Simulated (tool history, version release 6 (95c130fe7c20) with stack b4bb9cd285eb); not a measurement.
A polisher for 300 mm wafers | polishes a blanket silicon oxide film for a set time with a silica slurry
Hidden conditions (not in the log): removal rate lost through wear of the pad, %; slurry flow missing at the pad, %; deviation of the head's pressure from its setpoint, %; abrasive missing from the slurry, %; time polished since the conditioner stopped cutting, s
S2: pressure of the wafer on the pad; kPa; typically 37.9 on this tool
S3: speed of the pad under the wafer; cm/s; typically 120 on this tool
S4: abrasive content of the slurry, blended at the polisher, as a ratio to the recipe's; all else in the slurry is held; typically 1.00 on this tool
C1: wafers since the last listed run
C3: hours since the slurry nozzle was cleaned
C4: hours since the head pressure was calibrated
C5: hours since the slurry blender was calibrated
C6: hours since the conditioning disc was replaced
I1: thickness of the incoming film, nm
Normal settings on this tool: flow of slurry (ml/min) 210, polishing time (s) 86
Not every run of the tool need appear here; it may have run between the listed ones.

run 1 hour=0.0 | flow_of_slurry_(ml/min)=210 S2=37.9 S3=120 S4=1.00 polishing_time_(s)=86 | C1=0 wafers_polished_on_this_pad=748 C3=168.1 C4=643.7 C5=0.5 C6=317.1 | I1=1370.5 | film_removed_(nm)=363.6
run 2 hour=7.4 | flow_of_slurry_(ml/min)=210 S2=37.9 S3=120 S4=1.00 polishing_time_(s)=86 | C1=43 wafers_polished_on_this_pad=791 C3=175.5 C4=651.1 C5=7.9 C6=324.5 | I1=1358.4 | film_removed_(nm)=373.9
run 3 hour=17.8 | flow_of_slurry_(ml/min)=210 S2=37.9 S3=120 S4=0.85 polishing_time_(s)=86 | C1=61 wafers_polished_on_this_pad=852 C3=185.9 C4=661.5 C5=18.3 C6=334.9 | I1=1358.6 | film_removed_(nm)=338.8
-- hour=31.6 worn pad replaced by a new one
run 4 hour=34.2 | flow_of_slurry_(ml/min)=210 S2=37.9 S3=120 S4=1.00 polishing_time_(s)=86 | C1=72 wafers_polished_on_this_pad=15 C3=202.3 C4=677.9 C5=34.7 C6=351.3 | I1=1355.0 | film_removed_(nm)=402.8
run 5 hour=46.4 | flow_of_slurry_(ml/min)=210 S2=37.9 S3=120 S4=1.00 polishing_time_(s)=86 | C1=71 wafers_polished_on_this_pad=87 C3=214.5 C4=690.1 C5=46.9 C6=363.5 | I1=1353.2 | film_removed_(nm)=400.5
run 6 hour=59.5 | flow_of_slurry_(ml/min)=210 S2=46.2 S3=120 S4=1.00 polishing_time_(s)=86 | C1=76 wafers_polished_on_this_pad=164 C3=227.6 C4=703.2 C5=60.0 C6=376.6 | I1=1370.8 | film_removed_(nm)=473.6
-- hour=63.0 conditioning disc replaced and pad reconditioned
run 7 hour=72.4 | flow_of_slurry_(ml/min)=210 S2=46.2 S3=120 S4=1.00 polishing_time_(s)=86 | C1=64 wafers_polished_on_this_pad=228 C3=240.5 C4=716.1 C5=72.9 C6=9.4 | I1=1383.9 | film_removed_(nm)=475.6
run 8 hour=90.3 | flow_of_slurry_(ml/min)=210 S2=46.2 S3=120 S4=1.00 polishing_time_(s)=86 | C1=105 wafers_polished_on_this_pad=333 C3=258.4 C4=734.0 C5=90.8 C6=27.3 | I1=1372.1 | film_removed_(nm)=467.1
-- hour=102.4 slurry blender recalibrated
-- hour=103.2 head pressure recalibrated
run 9 hour=104.6 | flow_of_slurry_(ml/min)=210 S2=37.9 S3=120 S4=0.90 polishing_time_(s)=86 | C1=67 wafers_polished_on_this_pad=400 C3=272.7 C4=1.4 C5=2.2 C6=41.6 | I1=1362.8 | film_removed_(nm)=368.3
run 10 hour=122.4 | flow_of_slurry_(ml/min)=210 S2=37.9 S3=120 S4=0.90 polishing_time_(s)=86 | C1=104 wafers_polished_on_this_pad=505 C3=290.5 C4=19.2 C5=20.0 C6=59.4 | I1=1338.4 | film_removed_(nm)=360.7
run 11 hour=137.5 | flow_of_slurry_(ml/min)=180 S2=37.9 S3=144 S4=1.00 polishing_time_(s)=86 | C1=88 wafers_polished_on_this_pad=594 C3=305.6 C4=34.3 C5=35.1 C6=74.5 | I1=1386.7 | film_removed_(nm)=434.3
run 12 hour=155.2 | flow_of_slurry_(ml/min)=210 S2=37.9 S3=120 S4=1.00 polishing_time_(s)=86 | C1=104 wafers_polished_on_this_pad=698 C3=323.3 C4=52.0 C5=52.8 C6=92.2 | I1=1381.1 | film_removed_(nm)=378.8
run 13 hour=168.0 | flow_of_slurry_(ml/min)=245 S2=37.9 S3=134 S4=1.00 polishing_time_(s)=75 | C1=75 wafers_polished_on_this_pad=773 C3=336.1 C4=64.8 C5=65.6 C6=105.0 | I1=1348.8 | film_removed_(nm)=355.0
run 14 hour=181.4 | flow_of_slurry_(ml/min)=210 S2=37.9 S3=120 S4=1.00 polishing_time_(s)=69 | C1=78 wafers_polished_on_this_pad=852 C3=349.5 C4=78.2 C5=79.0 C6=118.4 | I1=1362.3 | film_removed_(nm)=294.7
-- hour=191.8 slurry nozzle cleaned
run 15 hour=194.7 | flow_of_slurry_(ml/min)=160 S2=37.9 S3=152 S4=1.00 polishing_time_(s)=86 | C1=72 wafers_polished_on_this_pad=924 C3=2.9 C4=91.5 C5=92.3 C6=131.7 | I1=1373.4 | film_removed_(nm)=424.6
-- hour=212.1 worn pad replaced by a new one
-- hour=222.6 slurry blender recalibrated
run 16 hour=239.4 | flow_of_slurry_(ml/min)=240 S2=37.9 S3=120 S4=1.00 polishing_time_(s)=110 | C1=227 wafers_polished_on_this_pad=148 C3=47.6 C4=136.2 C5=16.8 C6=176.4 | I1=1355.5 | film_removed_(nm)=523.7
run 17 hour=248.8 | flow_of_slurry_(ml/min)=210 S2=37.9 S3=120 S4=1.00 polishing_time_(s)=86 | C1=55 wafers_polished_on_this_pad=203 C3=57.0 C4=145.6 C5=26.2 C6=185.8 | I1=1363.7 | film_removed_(nm)=399.6
run 18 hour=262.2 | flow_of_slurry_(ml/min)=210 S2=33.8 S3=120 S4=1.00 polishing_time_(s)=86 | C1=78 wafers_polished_on_this_pad=282 C3=70.4 C4=159.0 C5=39.6 C6=199.2 | I1=1344.8 | film_removed_(nm)=354.5
run 19 hour=275.9 | flow_of_slurry_(ml/min)=210 S2=43.4 S3=120 S4=1.00 polishing_time_(s)=86 | C1=80 wafers_polished_on_this_pad=363 C3=84.1 C4=172.7 C5=53.3 C6=212.9 | I1=1365.2 | film_removed_(nm)=435.8
run 20 hour=286.8 | flow_of_slurry_(ml/min)=210 S2=37.9 S3=120 S4=1.00 polishing_time_(s)=86 | C1=64 wafers_polished_on_this_pad=427 C3=95.0 C4=183.6 C5=64.2 C6=223.8 | I1=1374.6 | film_removed_(nm)=396.0
run 21 hour=298.5 | flow_of_slurry_(ml/min)=210 S2=37.9 S3=120 S4=1.00 polishing_time_(s)=86 | C1=68 wafers_polished_on_this_pad=496 C3=106.7 C4=195.3 C5=75.9 C6=235.5 | I1=1366.3 | film_removed_(nm)=385.1
run 22 hour=312.7 | flow_of_slurry_(ml/min)=210 S2=27.6 S3=120 S4=1.00 polishing_time_(s)=86 | C1=83 wafers_polished_on_this_pad=579 C3=120.9 C4=209.5 C5=90.1 C6=249.7 | I1=1358.7 | film_removed_(nm)=290.5
run 23 hour=329.9 | flow_of_slurry_(ml/min)=210 S2=46.2 S3=120 S4=1.00 polishing_time_(s)=86 | C1=101 wafers_polished_on_this_pad=680 C3=138.1 C4=226.7 C5=107.3 C6=266.9 | I1=1362.7 | film_removed_(nm)=449.3
-- hour=335.1 slurry blender recalibrated
run 24 hour=361.5 | flow_of_slurry_(ml/min)=245 S2=37.9 S3=120 S4=1.00 polishing_time_(s)=86 | C1=173 wafers_polished_on_this_pad=854 C3=169.7 C4=258.3 C5=26.4 C6=298.5 | I1=1359.0 | film_removed_(nm)=377.2
run 25 hour=367.7 | flow_of_slurry_(ml/min)=210 S2=42.1 S3=138 S4=0.85 polishing_time_(s)=115 | C1=36 wafers_polished_on_this_pad=891 C3=175.9 C4=264.5 C5=32.6 C6=304.7 | I1=1353.5 | film_removed_(nm)=548.8
run 26 hour=380.5 | flow_of_slurry_(ml/min)=210 S2=37.9 S3=120 S4=1.00 polishing_time_(s)=86 | C1=75 wafers_polished_on_this_pad=966 C3=188.7 C4=277.3 C5=45.4 C6=317.5 | I1=1353.4 | film_removed_(nm)=373.6
run 27 hour=390.7 | flow_of_slurry_(ml/min)=210 S2=37.9 S3=104 S4=1.00 polishing_time_(s)=86 | C1=59 wafers_polished_on_this_pad=1026 C3=198.9 C4=287.5 C5=55.6 C6=327.7 | I1=1362.1 | film_removed_(nm)=329.1

Each row is a separate what-if for the run after 27, all from the same tool condition, not one after another. Results?
run A hour=391.2 | flow_of_slurry_(ml/min)=210 S2=37.9 S3=120 S4=1.00 polishing_time_(s)=86 | C1=2 wafers_polished_on_this_pad=1029 C3=199.4 C4=288.0 C5=56.1 C6=328.2 | I1=1336.3 | film_removed_(nm)=?
run B hour=391.2 | flow_of_slurry_(ml/min)=270 S2=49.6 S3=120 S4=0.90 polishing_time_(s)=86 | C1=2 wafers_polished_on_this_pad=1029 C3=199.4 C4=288.0 C5=56.1 C6=328.2 | I1=1336.3 | film_removed_(nm)=?
run C hour=391.2 | flow_of_slurry_(ml/min)=270 S2=37.9 S3=80 S4=0.85 polishing_time_(s)=104 | C1=2 wafers_polished_on_this_pad=1029 C3=199.4 C4=288.0 C5=56.1 C6=328.2 | I1=1336.3 | film_removed_(nm)=?

run=A film_removed_(nm)=374.1
run=B film_removed_(nm)=455.2
run=C film_removed_(nm)=303.5
Take away the tool's hidden state, keep each run's random variation, and the runs would have read:
run=A film_removed_(nm)=414.8
run=B film_removed_(nm)=504.7
run=C film_removed_(nm)=336.6
